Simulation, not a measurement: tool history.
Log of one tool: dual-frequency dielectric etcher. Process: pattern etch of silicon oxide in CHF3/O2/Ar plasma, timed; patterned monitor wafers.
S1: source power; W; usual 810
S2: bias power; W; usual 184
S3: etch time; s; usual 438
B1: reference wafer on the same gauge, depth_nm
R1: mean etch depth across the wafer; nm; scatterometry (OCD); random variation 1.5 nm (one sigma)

run,day,S1,S2,S3,B1,R1
1,0,810,184,438,860.1,975.6
2,1.071,810,184,438,860.2,976.7
3,2.454,750,184,438,860,951.1
4,3.538,750,184,438,860.2,952
5,4.129,810,184,438,859.9,977.6
6,5.029,810,184,438,860.1,981.3
7,5.542,810,184,438,859.8,979.4
8,6.688,810,184,438,860.1,979.1
9,7.879,810,184,438,859.9,980.1
10,9.375,810,184,438,859.9,982.3
11,10.746,810,184,438,860,982.6
12,11.767,810,214,438,860,1026.5
# day 12.167: bias power generator calibrated
13,12.712,810,214,438,859.8,1029.5
# day 14.55: wet clean of the chamber
14,14.571,810,214,438,860.1,1021.5
15,14.817,810,184,532,860,1187.8
16,16.075,810,207,438,860.1,1012.1
17,17.325,810,196,438,860,997.3
18,18.008,620,144,523,860.1,993.5
# day 18.588: source power generator calibrated
19,19.438,980,184,547,860.2,1305.5
# day 20.525: upper electrode replaced
20,20.546,810,209,339.5,860.2,789.1
21,20.996,810,212,368,860,859.2
22,21.992,630,159,472.5,860.1,930
# day 22.479: gauge calibrated
23,22.825,810,184,438,860.1,978.1
24,23.458,810,184,438,860,983
25,24.696,640,139,331,860,630.9
26,25.35,750,198,438,860.2,977.6
27,26.717,910,184,438,860.1,1021.9
28,27.546,670,157,544.5,860,1095.7
29,28.896,810,212,368,860.1,861.7
30,29.65,810,184,438,860,984.9

Some steps in R1 between neighbouring runs. How much of each would the tool show without its hidden state too (settings, what came in, random variation), and how much is left for the hidden state, with any gauge scatter that isn't in both results?
The hidden state here: etch rate over this chamber's usual, %; source power that arrives over what is set, %; bias power that arrives over what is set, %; gauge reads high (%).
Run 13 -> 14: wet clean of the chamber. R1 -8 nm: hidden state -9.6, all else +1.6.
Run 18 -> 19: S1 620 -> 980, S2 144 -> 184, S3 523 -> 547, source power generator calibrated. R1 +312 nm: hidden state +2, all else +310.
Run 19 -> 20: S1 980 -> 810, S2 184 -> 209, S3 547 -> 339.5, upper electrode replaced. R1 -516.4 nm: hidden state -1.2, all else -515.2.
Run 24 -> 25: S1 810 -> 640, S2 184 -> 139, S3 438 -> 331. R1 -352.1 nm: hidden state -1.7, all else -350.4.
Run 25 -> 26: S1 640 -> 750, S2 139 -> 198, S3 331 -> 438. R1 +346.7 nm: hidden state +2.9, all else +343.8.

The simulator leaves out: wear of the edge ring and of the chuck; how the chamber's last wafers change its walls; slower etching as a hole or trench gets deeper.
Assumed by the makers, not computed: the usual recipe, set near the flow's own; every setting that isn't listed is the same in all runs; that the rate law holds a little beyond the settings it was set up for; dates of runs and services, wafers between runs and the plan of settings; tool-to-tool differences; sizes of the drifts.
